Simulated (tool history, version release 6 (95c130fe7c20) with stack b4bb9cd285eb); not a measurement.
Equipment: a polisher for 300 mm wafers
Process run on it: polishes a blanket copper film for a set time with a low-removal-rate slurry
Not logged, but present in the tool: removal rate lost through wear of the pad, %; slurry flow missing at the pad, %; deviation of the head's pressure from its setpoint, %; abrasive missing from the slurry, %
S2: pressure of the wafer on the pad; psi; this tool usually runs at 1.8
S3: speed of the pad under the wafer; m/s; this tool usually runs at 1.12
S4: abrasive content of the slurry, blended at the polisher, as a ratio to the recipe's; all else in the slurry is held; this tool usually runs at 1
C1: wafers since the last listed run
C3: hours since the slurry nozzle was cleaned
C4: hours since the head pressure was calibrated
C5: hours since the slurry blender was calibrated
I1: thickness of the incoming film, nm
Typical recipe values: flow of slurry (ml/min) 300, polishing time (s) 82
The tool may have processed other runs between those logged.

Run 1, day 0: usual settings; C1 0; wafers polished on this pad 1400; C3 257.4; C4 319.5; C5 253.7; I1 1431.6. Result: film removed (angstrom) 1888.
At day 0.633: worn pad replaced by a new one.
Run 2, day 0.746: usual settings; C1 131; wafers polished on this pad 25; C3 275.3; C4 337.4; C5 271.6; I1 1409.6. Result: film removed (angstrom) 1851.
Run 3, day 1.188: usual settings; C1 100; wafers polished on this pad 125; C3 285.9; C4 348; C5 282.2; I1 1416.7. Result: film removed (angstrom) 1853.
Run 4, day 1.517: usual settings; C1 74; wafers polished on this pad 200; C3 293.8; C4 355.9; C5 290.1; I1 1407.8. Result: film removed (angstrom) 1866.
At day 1.946: slurry nozzle cleaned.
At day 2.067: slurry blender recalibrated.
Run 5, day 2.25: usual settings; C1 138; wafers polished on this pad 338; C3 7.3; C4 373.5; C5 4.4; I1 1389.1. Result: film removed (angstrom) 1914.
Run 6, day 2.871: usual settings; C1 141; wafers polished on this pad 480; C3 22.2; C4 388.4; C5 19.3; I1 1421.7. Result: film removed (angstrom) 1952.
Run 7, day 3.308: usual settings but flow of slurry (ml/min) 370; C1 99; wafers polished on this pad 579; C3 32.7; C4 398.9; C5 29.8; I1 1418.7. Result: film removed (angstrom) 1986.
Run 8, day 4.321: usual settings but S4 1.25, polishing time (s) 68; C1 230; wafers polished on this pad 809; C3 57; C4 423.2; C5 54.1; I1 1407.4. Result: film removed (angstrom) 1643.
Run 9, day 4.883: usual settings but S2 2.4 psi, S3 1.32 m/s; C1 127; wafers polished on this pad 937; C3 70.5; C4 436.7; C5 67.6; I1 1420.3. Result: film removed (angstrom) 2932.
Run 10, day 5.438: usual settings; C1 125; wafers polished on this pad 1063; C3 83.8; C4 450; C5 80.9; I1 1405. Result: film removed (angstrom) 1919.
Run 11, day 5.688: usual settings but S4 0.8; C1 56; wafers polished on this pad 1120; C3 89.8; C4 456; C5 86.9; I1 1384.6. Result: film removed (angstrom) 1851.
Run 12, day 6.15: usual settings but S4 0.85; C1 105; wafers polished on this pad 1225; C3 100.9; C4 467.1; C5 98; I1 1385. Result: film removed (angstrom) 1896.
Run 13, day 6.779: usual settings but polishing time (s) 98; C1 142; wafers polished on this pad 1368; C3 116; C4 482.2; C5 113.1; I1 1388.2. Result: film removed (angstrom) 2297.
Run 14, day 7.225: usual settings but flow of slurry (ml/min) 400, S2 1.6 psi, S3 1.4 m/s, S4 1.1; C1 101; wafers polished on this pad 1469; C3 126.7; C4 492.9; C5 123.8; I1 1410.2. Result: film removed (angstrom) 2219.
At day 7.4: worn pad replaced by a new one.
Run 15, day 7.558: usual settings but flow of slurry (ml/min) 340, S2 1.4 psi, polishing time (s) 62; C1 37; wafers polished on this pad 35; C3 134.7; C4 500.9; C5 131.8; I1 1421.2. Result: film removed (angstrom) 1171.
Run 16, day 8.125: usual settings but S4 1.1, polishing time (s) 99; C1 128; wafers polished on this pad 164; C3 148.3; C4 514.5; C5 145.4; I1 1419.8. Result: film removed (angstrom) 2321.
Run 17, day 8.458: usual settings; C1 75; wafers polished on this pad 240; C3 156.3; C4 522.5; C5 153.4; I1 1437. Result: film removed (angstrom) 1891.
At day 8.704: head pressure recalibrated.
Run 18, day 8.817: usual settings but S2 1.3 psi; C1 62; wafers polished on this pad 302; C3 164.9; C4 2.7; C5 162; I1 1383.1. Result: film removed (angstrom) 1462.
Run 19, day 9.158: usual settings but flow of slurry (ml/min) 215, polishing time (s) 56; C1 77; wafers polished on this pad 380; C3 173.1; C4 10.9; C5 170.2; I1 1396.5. Result: film removed (angstrom) 1265.
Run 20, day 9.904: usual settings but polishing time (s) 65; C1 169; wafers polished on this pad 549; C3 191; C4 28.8; C5 188.1; I1 1383.2. Result: film removed (angstrom) 1478.
Run 21, day 10.221: usual settings but flow of slurry (ml/min) 375, S2 1.6 psi; C1 71; wafers polished on this pad 621; C3 198.6; C4 36.4; C5 195.7; I1 1406.3. Result: film removed (angstrom) 1760.
Run 22, day 10.546: usual settings but S2 2.2 psi, S4 0.85, polishing time (s) 69; C1 73; wafers polished on this pad 695; C3 206.4; C4 44.2; C5 203.5; I1 1395.5. Result: film removed (angstrom) 1846.
Run 23, day 11.042: usual settings but flow of slurry (ml/min) 235, S2 2.2 psi, S3 0.98 m/s; C1 112; wafers polished on this pad 808; C3 218.3; C4 56.1; C5 215.4; I1 1386. Result: film removed (angstrom) 1845.
Run 24, day 11.412: usual settings but flow of slurry (ml/min) 355, polishing time (s) 94; C1 84; wafers polished on this pad 892; C3 227.2; C4 65; C5 224.3; I1 1400.7. Result: film removed (angstrom) 2154.
Run 25, day 11.858: usual settings but S4 0.8, polishing time (s) 104; C1 101; wafers polished on this pad 993; C3 237.9; C4 75.7; C5 235; I1 1404.3. Result: film removed (angstrom) 2314.
Run 26, day 12.125: usual settings; C1 60; wafers polished on this pad 1054; C3 244.3; C4 82.1; C5 241.4; I1 1414. Result: film removed (angstrom) 1889.
At day 12.438: slurry nozzle cleaned.
At day 12.471: slurry blender recalibrated.
Run 27, day 12.492: usual settings; C1 66; wafers polished on this pad 1120; C3 1.3; C4 90.9; C5 0.5; I1 1409. Result: film removed (angstrom) 1944.
Run 28, day 12.683: usual settings but flow of slurry (ml/min) 240, S4 1.1, polishing time (s) 64; C1 43; wafers polished on this pad 1164; C3 5.9; C4 95.5; C5 5.1; I1 1420.1. Result: film removed (angstrom) 1477.
At day 13.033: worn pad replaced by a new one.
Run 29, day 13.358: usual settings but polishing time (s) 102; C1 115; wafers polished on this pad 74; C3 22.1; C4 111.7; C5 21.3; I1 1404.7. Result: film removed (angstrom) 2331.
Run 30, day 13.821: usual settings but flow of slurry (ml/min) 375, S3 1.02 m/s, polishing time (s) 96; C1 105; wafers polished on this pad 179; C3 33.2; C4 122.8; C5 32.4; I1 1376.3. Result: film removed (angstrom) 2095.

Alternative continuations, all from the tool just after run 30; predict every row:
Run A, day 13.838: usual settings; C1 3; wafers polished on this pad 182; C3 33.6; C4 123.2; C5 32.8; I1 1420.6. Result: film removed (angstrom) ?.
Run B, day 13.838: usual settings but flow of slurry (ml/min) 345, polishing time (s) 54; C1 3; wafers polished on this pad 182; C3 33.6; C4 123.2; C5 32.8; I1 1420.6. Result: film removed (angstrom) ?.
Run C, day 13.838: usual settings but S2 2.2 psi, S3 0.96 m/s, S4 0.75, polishing time (s) 97; C1 3; wafers polished on this pad 182; C3 33.6; C4 123.2; C5 32.8; I1 1420.6. Result: film removed (angstrom) ?.
Run D, day 13.838: usual settings but S2 1.6 psi; C1 3; wafers polished on this pad 182; C3 33.6; C4 123.2; C5 32.8; I1 1420.6. Result: film removed (angstrom) ?.

run  film removed (angstrom)
  A                     1881
  B                     1255
  C                     2177
  D                     1716
Without the tool's hidden state the same runs would have given:
run  film removed (angstrom)
  A                     1914
  B                     1276
  C                     2213
  D                     1745
